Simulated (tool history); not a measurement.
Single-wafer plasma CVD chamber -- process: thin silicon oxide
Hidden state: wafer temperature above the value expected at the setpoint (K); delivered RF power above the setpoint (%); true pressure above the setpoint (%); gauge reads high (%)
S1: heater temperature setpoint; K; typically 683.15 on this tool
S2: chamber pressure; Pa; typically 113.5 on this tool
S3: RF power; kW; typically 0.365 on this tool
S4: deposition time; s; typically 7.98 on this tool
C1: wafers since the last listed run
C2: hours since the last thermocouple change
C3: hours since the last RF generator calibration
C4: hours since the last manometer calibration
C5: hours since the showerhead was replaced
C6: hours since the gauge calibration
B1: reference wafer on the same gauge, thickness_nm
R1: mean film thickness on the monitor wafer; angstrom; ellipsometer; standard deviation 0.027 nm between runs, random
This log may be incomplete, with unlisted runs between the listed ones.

run   hour      S1     S2     S3    S4    C1      C2      C3      C4      C5     C6      B1      R1
  1      0  683.15  122.9  0.365  7.98     0  1092.6  2218.4  1022.9  5444.1  248.6  20.892  191.89
  2   24.1  683.15  122.9  0.365  7.98   714  1116.7  2242.5    1047  5468.2  272.7  20.901  191.09
  3   53.7  683.15  122.9  0.365  7.98   877  1146.3  2272.1  1076.6  5497.8  302.3  20.899  191.69
  4     67  683.15  113.5  0.365   8.5   394  1159.6  2285.4  1089.9  5511.1  315.6  20.899  188.38
  5   83.2  683.15  113.5  0.365   8.5   480  1175.8  2301.6  1106.1  5527.3  331.8  20.898   188.2
  6  105.9  683.15  113.5  0.365  7.98   672  1198.5  2324.3  1128.8    5550  354.5  20.898  176.72
     134.4  -- gauge calibrated
  7  141.7  683.15  113.5  0.365  7.98  1060  1234.3  2360.1  1164.6  5585.8    7.3  20.912  176.56
  8  164.3  683.15  113.5  0.365  7.98   669  1256.9  2382.7  1187.2  5608.4   29.9  20.903  176.77
     195.6  -- showerhead replaced
  9  197.9  683.15  125.3    0.3  9.34   758  1290.5  2416.3  1220.8     2.3   63.5  20.898  210.45
 10  209.9  695.15  113.5  0.365  7.98   355  1302.5  2428.3  1232.8    14.3   75.5  20.902  175.52
     219.5  -- capacitance manometer re-zeroed and calibrated
 11  243.3  683.15  113.5  0.365  7.98   752  1335.9  2461.7    23.8    47.7  108.9    20.9  180.59
 12  273.3  683.15   97.2  0.345  9.09   889  1365.9  2491.7    53.8    77.7  138.9  20.892  169.31
     281.9  -- RF generator calibrated
     285.2  -- thermocouple changed; heater temperature recalibrated
 13  294.8  690.15  128.1    0.4  7.98   304     9.6    12.9    75.3    99.2  160.4  20.888  208.43
 14  316.1  683.15  113.5  0.365  6.58   631    30.9    34.2    96.6   120.5  181.7  20.898  148.33
 15  335.6  671.15  126.4   0.39  9.21   577    50.4    53.7   116.1     140  201.2  20.912  238.18
 16    362  683.15  113.5  0.365  7.98   782    76.8    80.1   142.5   166.4  227.6  20.896  180.48

Same runs, no hidden state in the tool, same run-to-run variation:
run      R1
  1  194.93
  2   194.2
  3  194.92
  4  191.59
  5  191.47
  6  179.86
  7  179.81
  8   180.1
  9  214.54
 10  178.98
 11  180.27
 12  169.05
 13  208.29
 14  148.26
 15  238.14
 16  180.54
